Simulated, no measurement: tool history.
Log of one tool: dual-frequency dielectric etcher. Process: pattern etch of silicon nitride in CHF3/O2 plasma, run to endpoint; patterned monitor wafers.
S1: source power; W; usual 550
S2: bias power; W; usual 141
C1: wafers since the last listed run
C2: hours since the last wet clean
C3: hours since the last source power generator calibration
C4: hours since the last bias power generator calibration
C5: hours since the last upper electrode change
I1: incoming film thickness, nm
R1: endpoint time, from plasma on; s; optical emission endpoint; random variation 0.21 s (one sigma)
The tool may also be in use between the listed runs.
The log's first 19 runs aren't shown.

{"run": 20, "day": 10.688, "S1": 690, "S2": 163, "C1": 130, "C2": 327.8, "C3": 72.4, "C4": 1676.2, "C5": 83.2, "I1": 77.5, "R1": 55.9}
{"day": 12.046, "done": "wet clean of the chamber"}
{"run": 21, "day": 12.121, "S1": 590, "S2": 112, "C1": 115, "C2": 1.8, "C3": 106.8, "C4": 1710.6, "C5": 117.6, "I1": 77.6, "R1": 67.8}
{"run": 22, "day": 12.525, "S1": 590, "S2": 160, "C1": 107, "C2": 11.5, "C3": 116.5, "C4": 1720.3, "C5": 127.3, "I1": 77.5, "R1": 61.6}
{"run": 23, "day": 13.229, "S1": 460, "S2": 151, "C1": 187, "C2": 28.4, "C3": 133.4, "C4": 1737.2, "C5": 144.2, "I1": 76.8, "R1": 71}
{"run": 24, "day": 13.642, "S1": 450, "S2": 112, "C1": 109, "C2": 38.3, "C3": 143.3, "C4": 1747.1, "C5": 154.1, "I1": 76.9, "R1": 77.8}
{"day": 14.117, "done": "bias power generator calibrated"}
{"day": 15.208, "done": "wet clean of the chamber, repeated, since the last time left the tool worse"}
{"run": 25, "day": 15.229, "S1": 550, "S2": 141, "C1": 112, "C2": 0.5, "C3": 181.4, "C4": 26.7, "C5": 192.2, "I1": 77.5, "R1": 64.3}
{"run": 26, "day": 15.242, "S1": 430, "S2": 170, "C1": 3, "C2": 0.8, "C3": 181.7, "C4": 27, "C5": 192.5, "I1": 77.4, "R1": 69.3}
{"run": 27, "day": 15.496, "S1": 550, "S2": 141, "C1": 67, "C2": 6.9, "C3": 187.8, "C4": 33.1, "C5": 198.6, "I1": 77.2, "R1": 64.4}
{"run": 28, "day": 15.817, "S1": 690, "S2": 164, "C1": 85, "C2": 14.6, "C3": 195.5, "C4": 40.8, "C5": 206.3, "I1": 77.1, "R1": 54.9}
{"run": 29, "day": 16.129, "S1": 690, "S2": 164, "C1": 83, "C2": 22.1, "C3": 203, "C4": 48.3, "C5": 213.8, "I1": 78, "R1": 55.3}
{"run": 30, "day": 16.625, "S1": 590, "S2": 129, "C1": 132, "C2": 34, "C3": 214.9, "C4": 60.2, "C5": 225.7, "I1": 77.6, "R1": 63.3}
{"run": 31, "day": 17.079, "S1": 440, "S2": 162, "C1": 120, "C2": 44.9, "C3": 225.8, "C4": 71.1, "C5": 236.6, "I1": 77.6, "R1": 70}
{"run": 32, "day": 17.55, "S1": 640, "S2": 175, "C1": 125, "C2": 56.2, "C3": 237.1, "C4": 82.4, "C5": 247.9, "I1": 77.1, "R1": 56.1}
{"run": 33, "day": 18.033, "S1": 620, "S2": 164, "C1": 128, "C2": 67.8, "C3": 248.7, "C4": 94, "C5": 259.5, "I1": 77.6, "R1": 58.2}
{"run": 34, "day": 18.604, "S1": 610, "S2": 163, "C1": 152, "C2": 81.5, "C3": 262.4, "C4": 107.7, "C5": 273.2, "I1": 78.7, "R1": 59.6}

4 ways to go on from here, each from the tool as it stands after run 34. What would each give?
{"run": "A", "day": 18.621, "S1": 550, "S2": 141, "C1": 4, "C2": 81.9, "C3": 262.8, "C4": 108.1, "C5": 273.6, "I1": 77.6, "R1": "?"}
{"run": "B", "day": 18.621, "S1": 510, "S2": 127, "C1": 4, "C2": 81.9, "C3": 262.8, "C4": 108.1, "C5": 273.6, "I1": 77.6, "R1": "?"}
{"run": "C", "day": 18.621, "S1": 640, "S2": 130, "C1": 4, "C2": 81.9, "C3": 262.8, "C4": 108.1, "C5": 273.6, "I1": 77.6, "R1": "?"}
{"run": "D", "day": 18.621, "S1": 460, "S2": 150, "C1": 4, "C2": 81.9, "C3": 262.8, "C4": 108.1, "C5": 273.6, "I1": 77.6, "R1": "?"}

run=A R1=64.7
run=B R1=69.2
run=C R1=61.3
run=D R1=69.9
Without the tool's hidden state the same runs would have given:
run=A R1=64.4
run=B R1=68.9
run=C R1=61
run=D R1=69.6
